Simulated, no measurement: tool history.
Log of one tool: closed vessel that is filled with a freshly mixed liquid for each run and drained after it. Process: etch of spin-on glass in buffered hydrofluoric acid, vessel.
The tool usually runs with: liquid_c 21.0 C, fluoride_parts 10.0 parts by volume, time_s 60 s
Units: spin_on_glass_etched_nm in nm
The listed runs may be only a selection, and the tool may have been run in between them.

run,hour,liquid_c,fluoride_parts,time_s,wafers since the last listed run,hours since the thermometer was replaced,hours since the hydrofluoric acid flow meter was replaced,hours since the gauge calibration,"read-back film thickness of the spin-on glass reference wafer, read on the same gauge (nm)",spin_on_glass_etched_nm
1,0.0,23.0,10.0,85,0,2450.1,2118.6,659.8,68.91,289.71
2,30.6,23.0,10.0,85,3475,2480.7,2149.2,690.4,68.93,289.25
3,59.6,23.0,10.0,85,3293,2509.7,2178.2,719.4,68.93,290.65
4,80.2,23.5,10.0,70,2339,2530.3,2198.8,740.0,68.90,244.02
5,93.9,21.0,10.0,60,1555,2544.0,2212.5,753.7,68.88,183.25
6,124.8,21.0,10.0,60,3509,2574.9,2243.4,784.6,68.85,183.58
7,148.2,21.0,10.0,60,2657,2598.3,2266.8,808.0,68.83,181.45
# hour 158.1: gauge calibrated
8,162.0,21.0,10.0,45,1567,2612.1,2280.6,3.9,70.02,140.83
9,182.3,21.0,10.0,45,2305,2632.4,2300.9,24.2,69.96,139.97
10,208.3,21.0,10.0,60,2952,2658.4,2326.9,50.2,69.86,185.11
11,223.9,23.5,10.0,60,1771,2674.0,2342.5,65.8,69.78,214.21
12,248.6,23.5,10.0,60,2805,2698.7,2367.2,90.5,69.68,212.42
13,271.6,21.0,10.0,60,2612,2721.7,2390.2,113.5,69.52,184.61
14,301.2,21.0,10.0,60,3361,2751.3,2419.8,143.1,69.45,185.93
15,324.8,21.0,10.0,45,2680,2774.9,2443.4,166.7,69.43,138.36
16,354.5,21.0,11.5,60,3372,2804.6,2473.1,196.4,69.29,161.07
17,373.0,21.0,6.0,45,2101,2823.1,2491.6,214.9,69.26,220.74
18,390.8,21.0,13.5,60,2021,2840.9,2509.4,232.7,69.16,136.61
19,405.7,21.0,10.0,60,1692,2855.8,2524.3,247.6,69.20,183.05
20,438.8,21.0,10.0,60,3759,2888.9,2557.4,280.7,69.14,184.08
21,469.5,17.5,12.5,60,3486,2919.6,2588.1,311.4,69.12,121.91
# hour 482.5: hydrofluoric acid flow meter replaced
22,484.6,21.0,10.0,60,1601,2934.7,2.1,326.5,69.05,183.13
23,500.5,21.0,10.0,60,1805,2950.6,18.0,342.4,69.03,183.68
# hour 509.5: thermometer replaced
24,527.1,24.0,6.0,45,2907,17.6,44.6,369.0,68.97,259.96
25,549.7,24.5,13.0,95,2566,40.2,67.2,391.6,69.03,271.93
26,562.2,24.0,10.0,80,1419,52.7,79.7,404.1,68.95,289.04
27,577.2,17.0,6.5,85,1703,67.7,94.7,419.1,68.94,309.94
28,590.3,21.0,9.0,60,1487,80.8,107.8,432.2,68.95,194.38
29,604.7,25.0,10.0,35,1635,95.2,122.2,446.6,68.89,131.74
30,620.4,21.0,8.0,60,1783,110.9,137.9,462.3,68.86,222.68
31,648.2,23.0,10.0,85,3157,138.7,165.7,490.1,68.86,289.65
32,667.5,21.0,10.0,60,2191,158.0,185.0,509.4,68.83,182.78
33,694.6,22.5,10.0,30,3077,185.1,212.1,536.5,68.84,99.10
34,730.2,21.0,10.0,60,4043,220.7,247.7,572.1,68.75,182.87

Each row is a separate what-if for the run after 34, all from the same tool condition, not one after another. Results?
A,730.9,21.0,10.0,60,79,221.4,248.4,572.8,?,?
B,730.9,24.0,6.5,70,79,221.4,248.4,572.8,?,?
C,730.9,17.0,8.0,35,79,221.4,248.4,572.8,?,?

run,"read-back film thickness of the spin-on glass reference wafer, read on the same gauge (nm)",spin_on_glass_etched_nm
A,68.74,182.21
B,68.74,375.06
C,68.74,103.03
The same runs, with their run-to-run variation unchanged, on a tool lacking any hidden condition would have given:
run,spin_on_glass_etched_nm
A,185.47
B,381.76
C,104.87
